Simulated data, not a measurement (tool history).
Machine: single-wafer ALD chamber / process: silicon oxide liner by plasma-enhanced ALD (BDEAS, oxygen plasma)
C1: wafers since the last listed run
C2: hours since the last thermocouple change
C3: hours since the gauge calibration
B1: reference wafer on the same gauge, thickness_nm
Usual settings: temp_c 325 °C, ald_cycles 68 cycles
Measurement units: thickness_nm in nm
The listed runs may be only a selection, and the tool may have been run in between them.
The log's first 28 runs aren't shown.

{"run": 29, "hour": 327.1, "temp_c": 313, "ald_cycles": 58, "C1": 34, "C2": 150.1, "C3": 44.1, "B1": 5.934, "thickness_nm": 5.192}
{"run": 30, "hour": 337.3, "temp_c": 325, "ald_cycles": 68, "C1": 35, "C2": 160.3, "C3": 54.3, "B1": 5.932, "thickness_nm": 5.937}
{"run": 31, "hour": 354.6, "temp_c": 311, "ald_cycles": 74, "C1": 60, "C2": 177.6, "C3": 71.6, "B1": 5.931, "thickness_nm": 6.631}
{"run": 32, "hour": 366.5, "temp_c": 325, "ald_cycles": 68, "C1": 41, "C2": 189.5, "C3": 83.5, "B1": 5.925, "thickness_nm": 5.964}
{"run": 33, "hour": 375.3, "temp_c": 315, "ald_cycles": 63, "C1": 30, "C2": 198.3, "C3": 92.3, "B1": 5.924, "thickness_nm": 5.606}
{"run": 34, "hour": 390.2, "temp_c": 333, "ald_cycles": 64, "C1": 52, "C2": 213.2, "C3": 107.2, "B1": 5.928, "thickness_nm": 5.54}
{"run": 35, "hour": 397.2, "temp_c": 338, "ald_cycles": 81, "C1": 24, "C2": 220.2, "C3": 114.2, "B1": 5.927, "thickness_nm": 6.952}
{"run": 36, "hour": 412.7, "temp_c": 315, "ald_cycles": 72, "C1": 54, "C2": 235.7, "C3": 129.7, "B1": 5.913, "thickness_nm": 6.374}
{"run": 37, "hour": 429.1, "temp_c": 331, "ald_cycles": 76, "C1": 57, "C2": 252.1, "C3": 146.1, "B1": 5.906, "thickness_nm": 6.543}
{"run": 38, "hour": 437.9, "temp_c": 318, "ald_cycles": 81, "C1": 30, "C2": 260.9, "C3": 154.9, "B1": 5.917, "thickness_nm": 7.169}
{"run": 39, "hour": 449.8, "temp_c": 320, "ald_cycles": 68, "C1": 41, "C2": 272.8, "C3": 166.8, "B1": 5.906, "thickness_nm": 5.991}
{"run": 40, "hour": 458.7, "temp_c": 320, "ald_cycles": 78, "C1": 31, "C2": 281.7, "C3": 175.7, "B1": 5.901, "thickness_nm": 6.829}
{"run": 41, "hour": 467.9, "temp_c": 320, "ald_cycles": 61, "C1": 32, "C2": 290.9, "C3": 184.9, "B1": 5.909, "thickness_nm": 5.372}
{"run": 42, "hour": 479.3, "temp_c": 317, "ald_cycles": 78, "C1": 40, "C2": 302.3, "C3": 196.3, "B1": 5.903, "thickness_nm": 6.887}

Branching from run 42: 3 alternative next runs. What would each branch give?
{"run": "A", "hour": 479.8, "temp_c": 325, "ald_cycles": 56, "C1": 1, "C2": 302.8, "C3": 196.8, "B1": "?", "thickness_nm": "?"}
{"run": "B", "hour": 479.8, "temp_c": 319, "ald_cycles": 73, "C1": 1, "C2": 302.8, "C3": 196.8, "B1": "?", "thickness_nm": "?"}
{"run": "C", "hour": 479.8, "temp_c": 337, "ald_cycles": 57, "C1": 1, "C2": 302.8, "C3": 196.8, "B1": "?", "thickness_nm": "?"}

run=A B1=5.894 thickness_nm=4.886
run=B B1=5.894 thickness_nm=6.432
run=C B1=5.894 thickness_nm=4.874
Had the tool no hidden state, the same runs would have come out as:
run=A thickness_nm=4.909
run=B thickness_nm=6.463
run=C thickness_nm=4.898

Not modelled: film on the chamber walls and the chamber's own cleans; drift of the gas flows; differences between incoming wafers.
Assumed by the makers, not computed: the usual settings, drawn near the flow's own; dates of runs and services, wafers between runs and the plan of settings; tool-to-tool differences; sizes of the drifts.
